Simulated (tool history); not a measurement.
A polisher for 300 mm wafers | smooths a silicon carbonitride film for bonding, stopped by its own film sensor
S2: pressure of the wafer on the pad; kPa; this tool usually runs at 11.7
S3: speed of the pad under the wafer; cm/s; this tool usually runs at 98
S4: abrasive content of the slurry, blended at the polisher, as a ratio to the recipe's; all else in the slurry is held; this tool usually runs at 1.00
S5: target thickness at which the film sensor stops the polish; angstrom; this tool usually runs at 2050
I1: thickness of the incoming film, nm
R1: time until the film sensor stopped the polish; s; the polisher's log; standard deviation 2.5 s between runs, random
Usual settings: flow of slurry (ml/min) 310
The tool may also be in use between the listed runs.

run 1 hour=0.0 | flow_of_slurry_(ml/min)=310 S2=11.7 S3=98 S4=1.00 S5=2050 | I1=229.2 | R1=154.5
run 2 hour=56.7 | flow_of_slurry_(ml/min)=310 S2=11.7 S3=98 S4=1.00 S5=2050 | I1=231.4 | R1=166.7
run 3 hour=106.5 | flow_of_slurry_(ml/min)=310 S2=11.7 S3=98 S4=1.00 S5=2050 | I1=230.8 | R1=169.1
run 4 hour=142.9 | flow_of_slurry_(ml/min)=310 S2=11.7 S3=98 S4=1.00 S5=2050 | I1=230.3 | R1=164.4
-- hour=148.3 slurry nozzle cleaned
-- hour=160.7 slurry blender recalibrated
run 5 hour=178.9 | flow_of_slurry_(ml/min)=310 S2=11.7 S3=98 S4=1.00 S5=2050 | I1=227.0 | R1=145.0
run 6 hour=236.2 | flow_of_slurry_(ml/min)=310 S2=11.7 S3=98 S4=1.00 S5=2050 | I1=231.8 | R1=188.5
run 7 hour=274.3 | flow_of_slurry_(ml/min)=355 S2=11.7 S3=98 S4=1.00 S5=2050 | I1=230.0 | R1=175.9
run 8 hour=308.2 | flow_of_slurry_(ml/min)=310 S2=11.7 S3=98 S4=1.00 S5=2050 | I1=231.3 | R1=193.2
-- hour=316.8 worn pad replaced by a new one
run 9 hour=363.6 | flow_of_slurry_(ml/min)=310 S2=11.7 S3=98 S4=1.00 S5=2050 | I1=226.6 | R1=135.8
run 10 hour=431.2 | flow_of_slurry_(ml/min)=310 S2=11.7 S3=98 S4=1.00 S5=2050 | I1=231.7 | R1=170.0
-- hour=460.7 slurry blender recalibrated
run 11 hour=490.8 | flow_of_slurry_(ml/min)=310 S2=11.7 S3=98 S4=1.00 S5=2050 | I1=228.3 | R1=158.6
run 12 hour=525.8 | flow_of_slurry_(ml/min)=310 S2=11.7 S3=74 S4=1.00 S5=2050 | I1=228.1 | R1=192.2
run 13 hour=595.1 | flow_of_slurry_(ml/min)=310 S2=11.7 S3=74 S4=1.00 S5=2050 | I1=233.3 | R1=244.4
-- hour=624.5 worn pad replaced by a new one
run 14 hour=656.9 | flow_of_slurry_(ml/min)=310 S2=11.7 S3=74 S4=1.00 S5=2050 | I1=231.9 | R1=207.5
-- hour=671.9 slurry nozzle cleaned
run 15 hour=682.1 | flow_of_slurry_(ml/min)=310 S2=11.7 S3=98 S4=1.00 S5=2050 | I1=234.2 | R1=193.9
run 16 hour=712.4 | flow_of_slurry_(ml/min)=310 S2=11.7 S3=112 S4=1.10 S5=1990 | I1=228.9 | R1=177.1
-- hour=763.1 slurry blender recalibrated
run 17 hour=766.9 | flow_of_slurry_(ml/min)=400 S2=11.7 S3=108 S4=1.00 S5=2120 | I1=229.5 | R1=104.9
run 18 hour=810.8 | flow_of_slurry_(ml/min)=310 S2=13.1 S3=120 S4=1.10 S5=2050 | I1=229.0 | R1=127.1
run 19 hour=882.1 | flow_of_slurry_(ml/min)=310 S2=13.1 S3=98 S4=1.00 S5=2130 | I1=234.8 | R1=143.4
-- hour=947.5 worn pad replaced by a new one
run 20 hour=948.0 | flow_of_slurry_(ml/min)=385 S2=11.7 S3=98 S4=1.25 S5=2050 | I1=230.5 | R1=150.9
run 21 hour=1003.7 | flow_of_slurry_(ml/min)=310 S2=11.7 S3=98 S4=1.30 S5=2050 | I1=229.5 | R1=140.8
-- hour=1022.5 slurry blender recalibrated
run 22 hour=1038.6 | flow_of_slurry_(ml/min)=215 S2=15.2 S3=132 S4=1.00 S5=2010 | I1=229.0 | R1=128.4
-- hour=1078.4 head pressure recalibrated
run 23 hour=1097.1 | flow_of_slurry_(ml/min)=310 S2=11.7 S3=98 S4=1.00 S5=2050 | I1=229.1 | R1=147.0
run 24 hour=1160.3 | flow_of_slurry_(ml/min)=310 S2=11.7 S3=98 S4=1.00 S5=2050 | I1=227.6 | R1=146.0
-- hour=1202.9 worn pad replaced by a new one
run 25 hour=1212.8 | flow_of_slurry_(ml/min)=310 S2=11.7 S3=98 S4=1.00 S5=2050 | I1=234.5 | R1=180.3
-- hour=1219.5 slurry nozzle cleaned
run 26 hour=1263.9 | flow_of_slurry_(ml/min)=310 S2=11.7 S3=106 S4=1.00 S5=2050 | I1=228.6 | R1=137.1
-- hour=1291.5 slurry blender recalibrated
run 27 hour=1326.8 | flow_of_slurry_(ml/min)=310 S2=11.7 S3=98 S4=1.00 S5=2050 | I1=233.6 | R1=177.5
run 28 hour=1370.2 | flow_of_slurry_(ml/min)=310 S2=10.3 S3=98 S4=1.00 S5=2050 | I1=228.9 | R1=170.1
run 29 hour=1397.2 | flow_of_slurry_(ml/min)=310 S2=11.7 S3=98 S4=1.00 S5=2050 | I1=229.9 | R1=160.9

Alternative continuations, all from the tool just after run 29; predict every row:
run A hour=1397.7 | flow_of_slurry_(ml/min)=410 S2=11.7 S3=98 S4=1.00 S5=2050 | I1=229.2 | R1=?
run B hour=1397.7 | flow_of_slurry_(ml/min)=310 S2=7.6 S3=98 S4=0.80 S5=1970 | I1=229.2 | R1=?
run C hour=1397.7 | flow_of_slurry_(ml/min)=255 S2=14.5 S3=98 S4=1.00 S5=2050 | I1=229.2 | R1=?
run D hour=1397.7 | flow_of_slurry_(ml/min)=280 S2=11.7 S3=98 S4=1.00 S5=2050 | I1=229.2 | R1=?
run E hour=1397.7 | flow_of_slurry_(ml/min)=385 S2=13.8 S3=98 S4=1.25 S5=2050 | I1=229.2 | R1=?

run=A R1=153.8
run=B R1=321.9
run=C R1=135.2
run=D R1=157.8
run=E R1=122.5
Without the tool's hidden state the same runs would have given:
run=A R1=138.6
run=B R1=290.1
run=C R1=121.9
run=D R1=142.2
run=E R1=110.4
